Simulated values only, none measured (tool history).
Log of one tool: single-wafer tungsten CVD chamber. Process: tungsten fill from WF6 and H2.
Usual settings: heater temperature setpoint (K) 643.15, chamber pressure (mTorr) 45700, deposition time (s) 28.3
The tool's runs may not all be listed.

run     day  heater temperature setpoint (K)  chamber pressure (mTorr)  deposition time (s)  read-back reference wafer on the same gauge, thickness_nm  mean film thickness on the monitor wafer (angstrom)
  1   0.000                           643.15                     52900                 28.3                                                     57.059                                               602.11
  2   0.283                           643.15                     52900                 28.3                                                     57.004                                               601.87
  3   0.542                           643.15                     45700                 28.3                                                     56.991                                               571.11
  4   0.950                           643.15                     45700                 28.3                                                     56.997                                               570.85
  5   1.317                           643.15                     45700                 28.3                                                     56.981                                               572.17
  6   1.596                           643.15                     45700                 28.3                                                     57.016                                               575.05
  7   2.058                           643.15                     45700                 28.3                                                     57.008                                               572.58
  8   3.862                           643.15                     45700                 28.3                                                     56.983                                               577.32
  9   4.129                           643.15                     45700                 28.3                                                     57.013                                               577.58
 10   4.825                           643.15                     45700                 28.3                                                     56.985                                               576.40
 11   5.104                           643.15                     45700                 28.3                                                     56.983                                               578.94
 12   5.700                           643.15                     53900                 28.3                                                     57.008                                               619.32
 13   6.229                           643.15                     53900                 28.3                                                     56.991                                               616.16
      6.896  -- gauge calibrated
 14   6.929                           643.15                     48600                 25.4                                                     57.003                                               532.54
 15   7.500                           643.15                     45700                 28.3                                                     56.990                                               578.63
 16   8.183                           643.15                     45700                 26.8                                                     57.002                                               551.14
 17   8.596                           643.15                     45700                 28.3                                                     56.977                                               581.68
      9.004  -- thermocouple changed; heater temperature recalibrated
 18   9.025                           648.15                     39300                 33.2                                                     57.045                                               637.93
     10.000  -- capacitance manometer re-zeroed and calibrated
 19  10.021                           643.15                     45700                 28.3                                                     57.026                                               504.68
     10.392  -- showerhead replaced
 20  10.450                           637.15                     52300                 28.3                                                     57.026                                               460.70
 21  10.750                           637.15                     55800                 28.3                                                     56.968                                               473.74
 22  11.021                           643.15                     45700                 28.3                                                     56.986                                               508.79
 23  11.333                           649.15                     36900                 30.0                                                     57.001                                               576.16
 24  11.608                           630.15                     34700                 28.3                                                     57.014                                               331.22
 25  12.154                           648.15                     39300                 33.2                                                     57.024                                               635.86
 26  12.762                           630.15                     49400                 31.3                                                     57.024                                               418.13
     13.554  -- thermocouple changed; heater temperature recalibrated, repeated, since the last time left the tool worse
 27  13.575                           643.15                     39800                 30.9                                                     56.980                                               574.60
 28  14.421                           643.15                     45700                 28.3                                                     57.019                                               551.33
 29  14.821                           657.15                     45700                 28.3                                                     56.986                                               766.12
 30  15.292                           632.15                     50100                 23.8                                                     57.007                                               365.80

Run 31 comes next. What will it give?
 31  15.988                           628.15                     52200                 28.3                                                          ?                                                    ?

{"run 31": {"read-back reference wafer on the same gauge, thickness_nm": 57.035, "mean film thickness on the monitor wafer (angstrom)": 400.54}}
Without the tool's hidden state the same run would have given mean film thickness on the monitor wafer (angstrom) 399.69.

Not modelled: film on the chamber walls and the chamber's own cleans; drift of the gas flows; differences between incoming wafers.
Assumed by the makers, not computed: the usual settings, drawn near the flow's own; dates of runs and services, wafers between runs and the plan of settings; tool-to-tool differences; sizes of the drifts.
